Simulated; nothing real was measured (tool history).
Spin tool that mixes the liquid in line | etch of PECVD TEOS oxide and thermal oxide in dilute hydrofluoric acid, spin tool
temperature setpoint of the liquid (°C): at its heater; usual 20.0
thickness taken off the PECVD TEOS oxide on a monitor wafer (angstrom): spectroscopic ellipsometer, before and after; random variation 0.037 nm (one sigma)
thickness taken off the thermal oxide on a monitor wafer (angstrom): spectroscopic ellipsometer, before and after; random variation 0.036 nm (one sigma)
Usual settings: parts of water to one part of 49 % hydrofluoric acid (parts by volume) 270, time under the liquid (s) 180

run	hour	temperature setpoint of the liquid (°C)	parts of water to one part of 49 % hydrofluoric acid (parts by volume)	time under the liquid (s)	wafers since the last listed run	hours since the thermometer was replaced	hours since the hydrofluoric acid flow meter was replaced	hours since the gauge calibration	read-back film thickness of the PECVD TEOS oxide reference wafer, read on the same gauge (nm)	read-back film thickness of the thermal oxide reference wafer, read on the same gauge (nm)	thickness taken off the PECVD TEOS oxide on a monitor wafer (angstrom)	thickness taken off the thermal oxide on a monitor wafer (angstrom)
1	0.0	20.0	270	215	0	794.9	1126.5	1267.3	60.00	100.010	110.6	24.28
2	67.1	20.0	270	215	609	862.0	1193.6	1334.4	60.01	100.020	110.2	23.77
3	162.1	17.0	325	275	862	957.0	1288.6	1429.4	59.99	100.001	100.5	21.19
# hour 293.5: thermometer replaced
4	399.0	20.0	270	180	2141	105.5	1525.5	1666.3	60.01	99.997	93.9	19.81
5	491.5	20.0	270	135	839	198.0	1618.0	1758.8	60.00	100.003	70.5	15.43
6	551.5	23.0	360	110	544	258.0	1678.0	1818.8	60.01	99.959	44.2	9.71
7	615.4	17.0	270	220	580	321.9	1741.9	1882.7	60.01	100.003	103.5	22.91
8	666.3	20.0	205	180	462	372.8	1792.8	1933.6	60.03	100.008	130.8	29.40
# hour 751.3: hydrofluoric acid flow meter replaced
9	753.2	20.0	270	180	779	459.7	1.9	2020.5	60.03	100.007	94.2	20.37
10	790.5	23.0	165	180	338	497.0	39.2	2057.8	59.99	100.009	189.6	42.21
11	847.9	20.0	270	180	521	554.4	96.6	2115.2	59.97	100.009	93.3	20.48
12	1076.6	17.5	270	180	2076	783.1	325.3	2343.9	59.99	99.989	84.4	18.23
13	1159.6	20.0	270	180	753	866.1	408.3	2426.9	59.98	99.974	92.6	21.06
14	1258.9	20.0	270	215	901	965.4	507.6	2526.2	59.98	100.021	110.6	24.46
# hour 1283.2: gauge calibrated
15	1338.5	24.5	270	80	722	1045.0	587.2	55.3	59.99	100.025	48.1	10.59
# hour 1344.4: thermometer replaced
16	1444.2	20.0	270	180	950	99.8	692.9	161.0	60.00	99.998	94.4	20.67
17	1544.8	22.0	270	180	913	200.4	793.5	261.6	60.02	100.040	101.3	21.82
18	1617.7	20.0	270	180	661	273.3	866.4	334.5	59.96	99.980	94.2	20.70
19	1686.8	17.0	330	85	627	342.4	935.5	403.6	60.02	100.025	31.0	6.71
20	1733.9	17.0	205	250	427	389.5	982.6	450.7	60.03	100.001	162.0	35.76
21	1784.2	25.0	270	125	456	439.8	1032.9	501.0	59.98	100.020	77.5	17.00
22	2023.4	20.0	270	95	2171	679.0	1272.1	740.2	60.01	100.024	49.5	10.79
23	2060.7	20.0	270	180	338	716.3	1309.4	777.5	59.99	100.006	93.2	20.13
24	2155.9	23.0	270	100	864	811.5	1404.6	872.7	60.00	100.039	57.6	12.49
25	2228.6	17.0	395	85	659	884.2	1477.3	945.4	59.98	99.987	24.0	5.18
# hour 2432.0: thermometer replaced
# hour 2456.8: hydrofluoric acid flow meter replaced
26	2494.2	17.0	140	95	2392	62.2	37.4	1211.0	60.02	99.961	96.7	20.52

4 ways to go on from here, each from the tool as it stands after run 26. What would each give?
A	2494.7	20.0	270	180	4	62.7	37.9	1211.5	?	?	?	?
B	2494.7	20.0	270	110	4	62.7	37.9	1211.5	?	?	?	?
C	2494.7	17.5	405	180	4	62.7	37.9	1211.5	?	?	?	?
D	2494.7	18.0	210	180	4	62.7	37.9	1211.5	?	?	?	?

run	read-back film thickness of the PECVD TEOS oxide reference wafer, read on the same gauge (nm)	read-back film thickness of the thermal oxide reference wafer, read on the same gauge (nm)	thickness taken off the PECVD TEOS oxide on a monitor wafer (angstrom)	thickness taken off the thermal oxide on a monitor wafer (angstrom)
A	60.03	100.034	94.0	20.27
B	60.03	100.034	57.5	12.39
C	60.03	100.034	51.1	11.01
D	60.03	100.034	118.4	25.52
Without the tool's hidden state the same runs would have given:
run	thickness taken off the PECVD TEOS oxide on a monitor wafer (angstrom)	thickness taken off the thermal oxide on a monitor wafer (angstrom)
A	94.2	20.30
B	57.6	12.41
C	51.1	11.03
D	118.6	25.56
